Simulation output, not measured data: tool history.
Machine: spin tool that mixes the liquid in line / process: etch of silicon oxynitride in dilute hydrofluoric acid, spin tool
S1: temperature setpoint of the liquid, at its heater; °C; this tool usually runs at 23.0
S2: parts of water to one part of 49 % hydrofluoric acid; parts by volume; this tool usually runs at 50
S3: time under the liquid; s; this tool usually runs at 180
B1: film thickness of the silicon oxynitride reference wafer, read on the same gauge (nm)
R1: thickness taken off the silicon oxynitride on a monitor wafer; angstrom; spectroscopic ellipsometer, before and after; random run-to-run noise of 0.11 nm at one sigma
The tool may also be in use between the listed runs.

| run | hour | S1 | S2 | S3 | B1 | R1 |
|---|---|---|---|---|---|---|
| 1 | 0.0 | 23.0 | 50 | 180 | 100.01 | 161.8 |
| 2 | 32.2 | 23.0 | 40 | 235 | 99.97 | 265.3 |
| 3 | 53.3 | 23.0 | 40 | 235 | 99.99 | 267.6 |
| 4 | 67.2 | 26.5 | 60 | 180 | 99.99 | 158.9 |
| 5 | 96.5 | 26.5 | 60 | 180 | 100.01 | 159.4 |
| 6 | 118.8 | 23.0 | 50 | 180 | 100.00 | 162.7 |
| 7 | 154.2 | 23.0 | 50 | 180 | 99.99 | 161.0 |
| 8 | 174.7 | 23.0 | 50 | 180 | 100.03 | 160.6 |
| 9 | 199.6 | 23.0 | 50 | 180 | 100.00 | 160.8 |
|  | 220.3 | hydrofluoric acid flow meter replaced |
| 10 | 262.6 | 20.5 | 50 | 180 | 100.00 | 141.1 |
| 11 | 279.4 | 20.5 | 50 | 180 | 100.01 | 141.1 |
| 12 | 295.7 | 19.5 | 65 | 115 | 100.00 | 65.8 |
| 13 | 310.7 | 27.5 | 75 | 215 | 99.97 | 154.5 |
| 14 | 331.3 | 23.0 | 50 | 180 | 100.02 | 158.6 |
| 15 | 348.1 | 23.0 | 50 | 255 | 99.99 | 225.8 |
|  | 351.9 | thermometer replaced |
|  | 371.2 | gauge calibrated |
| 16 | 372.5 | 21.5 | 70 | 180 | 100.02 | 109.7 |
| 17 | 399.2 | 19.5 | 50 | 180 | 99.98 | 141.5 |
| 18 | 430.5 | 23.0 | 60 | 180 | 100.01 | 138.0 |
| 19 | 454.4 | 23.0 | 30 | 180 | 100.02 | 285.3 |
| 20 | 469.4 | 23.0 | 50 | 180 | 100.02 | 167.3 |
| 21 | 504.3 | 18.5 | 75 | 150 | 100.02 | 72.5 |
| 22 | 524.0 | 25.5 | 70 | 240 | 99.98 | 174.6 |

Predict each of these 5 candidate next runs independently; none follows another, all start after run 22:
| A | 524.5 | 23.0 | 50 | 180 | ? | ? |
| B | 524.5 | 18.5 | 70 | 110 | ? | ? |
| C | 524.5 | 23.0 | 50 | 230 | ? | ? |
| D | 524.5 | 21.5 | 50 | 180 | ? | ? |
| E | 524.5 | 24.5 | 50 | 180 | ? | ? |

| run | B1 | R1 |
|---|---|---|
| A | 99.99 | 166.4 |
| B | 99.99 | 57.2 |
| C | 99.99 | 212.6 |
| D | 99.99 | 154.5 |
| E | 99.99 | 179.1 |
Had the tool no hidden state, the same runs would have come out as:
| run | R1 |
|---|---|
| A | 169.6 |
| B | 58.3 |
| C | 216.7 |
| D | 157.5 |
| E | 182.5 |

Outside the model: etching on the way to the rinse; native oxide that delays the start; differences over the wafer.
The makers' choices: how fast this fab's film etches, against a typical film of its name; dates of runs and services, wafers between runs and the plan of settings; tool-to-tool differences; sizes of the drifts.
